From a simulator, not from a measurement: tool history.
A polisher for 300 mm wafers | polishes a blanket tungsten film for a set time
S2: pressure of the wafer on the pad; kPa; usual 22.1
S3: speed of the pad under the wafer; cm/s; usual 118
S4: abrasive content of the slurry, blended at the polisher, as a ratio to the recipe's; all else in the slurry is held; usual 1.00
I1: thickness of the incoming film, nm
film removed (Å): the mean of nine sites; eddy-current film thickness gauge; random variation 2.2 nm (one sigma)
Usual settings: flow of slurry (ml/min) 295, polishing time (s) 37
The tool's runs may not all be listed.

{"run": 1, "day": 0.0, "flow of slurry (ml/min)": 295, "S2": 22.1, "S3": 118, "S4": 1.0, "polishing time (s)": 37, "I1": 1229.6, "film removed (Å)": 1394}
{"day": 0.354, "done": "worn pad replaced by a new one"}
{"day": 2.367, "done": "slurry tank refilled with fresh slurry and peroxide"}
{"day": 2.479, "done": "slurry nozzle cleaned"}
{"run": 2, "day": 2.5, "flow of slurry (ml/min)": 295, "S2": 22.1, "S3": 118, "S4": 1.0, "polishing time (s)": 37, "I1": 1250.2, "film removed (Å)": 1454}
{"run": 3, "day": 6.262, "flow of slurry (ml/min)": 295, "S2": 22.1, "S3": 118, "S4": 1.0, "polishing time (s)": 37, "I1": 1214.4, "film removed (Å)": 1409}
{"run": 4, "day": 9.812, "flow of slurry (ml/min)": 295, "S2": 22.1, "S3": 118, "S4": 1.0, "polishing time (s)": 37, "I1": 1211.6, "film removed (Å)": 1407}
{"day": 11.575, "done": "worn pad replaced by a new one"}
{"run": 5, "day": 12.446, "flow of slurry (ml/min)": 295, "S2": 22.1, "S3": 118, "S4": 1.0, "polishing time (s)": 37, "I1": 1245.7, "film removed (Å)": 1368}
{"day": 14.208, "done": "slurry tank refilled with fresh slurry and peroxide"}
{"day": 18.396, "done": "slurry blender recalibrated"}
{"day": 20.479, "done": "slurry nozzle cleaned"}
{"run": 6, "day": 22.975, "flow of slurry (ml/min)": 295, "S2": 22.1, "S3": 118, "S4": 0.85, "polishing time (s)": 37, "I1": 1221.7, "film removed (Å)": 1316}
{"day": 23.65, "done": "worn pad replaced by a new one"}
{"run": 7, "day": 25.588, "flow of slurry (ml/min)": 295, "S2": 22.1, "S3": 118, "S4": 1.0, "polishing time (s)": 29, "I1": 1228.4, "film removed (Å)": 1065}
{"day": 26.304, "done": "slurry tank refilled with fresh slurry and peroxide"}
{"day": 26.55, "done": "head pressure recalibrated"}
{"run": 8, "day": 28.408, "flow of slurry (ml/min)": 295, "S2": 22.1, "S3": 118, "S4": 1.0, "polishing time (s)": 29, "I1": 1218.0, "film removed (Å)": 1145}
{"run": 9, "day": 30.629, "flow of slurry (ml/min)": 295, "S2": 22.1, "S3": 118, "S4": 1.0, "polishing time (s)": 37, "I1": 1211.6, "film removed (Å)": 1419}
{"day": 32.933, "done": "slurry blender recalibrated"}
{"run": 10, "day": 34.871, "flow of slurry (ml/min)": 295, "S2": 22.1, "S3": 118, "S4": 1.0, "polishing time (s)": 37, "I1": 1236.6, "film removed (Å)": 1384}
{"day": 35.346, "done": "worn pad replaced by a new one"}
{"day": 39.008, "done": "slurry tank refilled with fresh slurry and peroxide"}
{"day": 40.121, "done": "slurry nozzle cleaned"}
{"run": 11, "day": 40.142, "flow of slurry (ml/min)": 295, "S2": 22.1, "S3": 118, "S4": 1.3, "polishing time (s)": 37, "I1": 1240.8, "film removed (Å)": 1562}
{"run": 12, "day": 41.983, "flow of slurry (ml/min)": 295, "S2": 17.9, "S3": 118, "S4": 1.0, "polishing time (s)": 30, "I1": 1226.5, "film removed (Å)": 954}
{"run": 13, "day": 44.762, "flow of slurry (ml/min)": 295, "S2": 17.9, "S3": 78, "S4": 1.2, "polishing time (s)": 37, "I1": 1231.8, "film removed (Å)": 821}
{"day": 48.033, "done": "worn pad replaced by a new one"}
{"run": 14, "day": 48.492, "flow of slurry (ml/min)": 295, "S2": 29.6, "S3": 118, "S4": 1.0, "polishing time (s)": 29, "I1": 1244.4, "film removed (Å)": 1457}
{"day": 49.325, "done": "slurry blender recalibrated"}
{"day": 49.517, "done": "slurry tank refilled with fresh slurry and peroxide"}
{"run": 15, "day": 52.4, "flow of slurry (ml/min)": 295, "S2": 15.2, "S3": 132, "S4": 1.0, "polishing time (s)": 41, "I1": 1232.3, "film removed (Å)": 1252}

Run 16 comes next. What will it give?
{"run": 16, "day": 54.283, "flow of slurry (ml/min)": 295, "S2": 22.1, "S3": 118, "S4": 1.15, "polishing time (s)": 37, "I1": 1254.8, "film removed (Å)": "?"}

{"run 16": {"film removed (Å)": 1482}}
Without the tool's hidden state the same run would have given film removed (Å) 1535.
